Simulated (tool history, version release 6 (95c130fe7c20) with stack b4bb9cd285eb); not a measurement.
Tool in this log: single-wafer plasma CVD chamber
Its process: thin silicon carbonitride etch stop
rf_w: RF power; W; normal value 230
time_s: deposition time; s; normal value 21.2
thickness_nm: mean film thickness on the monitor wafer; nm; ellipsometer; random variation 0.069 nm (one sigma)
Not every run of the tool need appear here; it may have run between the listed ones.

run   hour  rf_w  time_s  read-back reference wafer on the same gauge, thickness_nm  thickness_nm
  1      0   230    19.2                                                     10.114        10.641
  2   15.4   230    19.2                                                     10.121        10.649
  3   25.7   230    24.3                                                     10.134        13.359
  4   79.3   205    20.1                                                      10.09        10.748
  5   88.9   205    20.1                                                     10.094        10.706
  6   98.9   205    20.1                                                     10.101        10.795
  7  105.8   230    21.2                                                     10.072        11.645
     116.7  -- showerhead replaced
  8  117.2   230    21.2                                                       10.1        11.672
     132.3  -- RF generator calibrated
  9  132.8   215    21.2                                                     10.103        11.513
 10  138.3   230    21.2                                                     10.095        11.778
 11  149.4   230    21.2                                                      10.11        11.613
 12  158.7   230    21.2                                                     10.082        11.755
 13  170.7   230    19.1                                                     10.092         10.57
 14  184.5   205    20.1                                                     10.091        10.729
 15  199.5   270    21.2                                                     10.107        12.411
 16  211.4   230    21.2                                                     10.083        11.714
 17  224.1   230    21.2                                                     10.109        11.768
     233.2  -- gauge calibrated
 18  255.6   230    22.5                                                     10.093        12.397
     275.4  -- thermocouple changed; heater temperature recalibrated
 19  275.9   240    24.2                                                     10.066         13.56
 20  279.2   265    18.4                                                     10.093        10.751
 21  291.3   230    21.2                                                     10.101        11.777
 22  306.3   230    21.2                                                      10.13        11.717
 23  315.8   230    21.2                                                      10.12        11.726
 24  322.5   230    21.2                                                     10.103        11.739
 25  330.7   275    17.3                                                     10.102        10.066
 26  337.1   230    18.4                                                     10.059         10.18
 27  354.4   200    17.9                                                     10.101         9.408
 28  367.6   190    23.8                                                     10.085        12.436
 29  381.3   230    21.2                                                     10.114        11.749
 30  395.9   230    21.2                                                     10.123        11.818
 31  407.4   265      23                                                     10.132        13.419
 32  422.9   250    17.5                                                     10.095         9.963
 33  430.1   215    17.6                                                     10.078         9.582
 34  446.8   245      18                                                     10.087        10.181
 35  462.2   255    25.2                                                     10.119        14.423
 36  469.1   230    21.2                                                       10.1         11.76

Run-by-run hidden state of the tool:
wafer temperature above the value expected at the setpoint (K): 0 across all the runs
delivered RF power above the setpoint (%): 0 across all the runs
gauge reads high (%): 0 across all the runs

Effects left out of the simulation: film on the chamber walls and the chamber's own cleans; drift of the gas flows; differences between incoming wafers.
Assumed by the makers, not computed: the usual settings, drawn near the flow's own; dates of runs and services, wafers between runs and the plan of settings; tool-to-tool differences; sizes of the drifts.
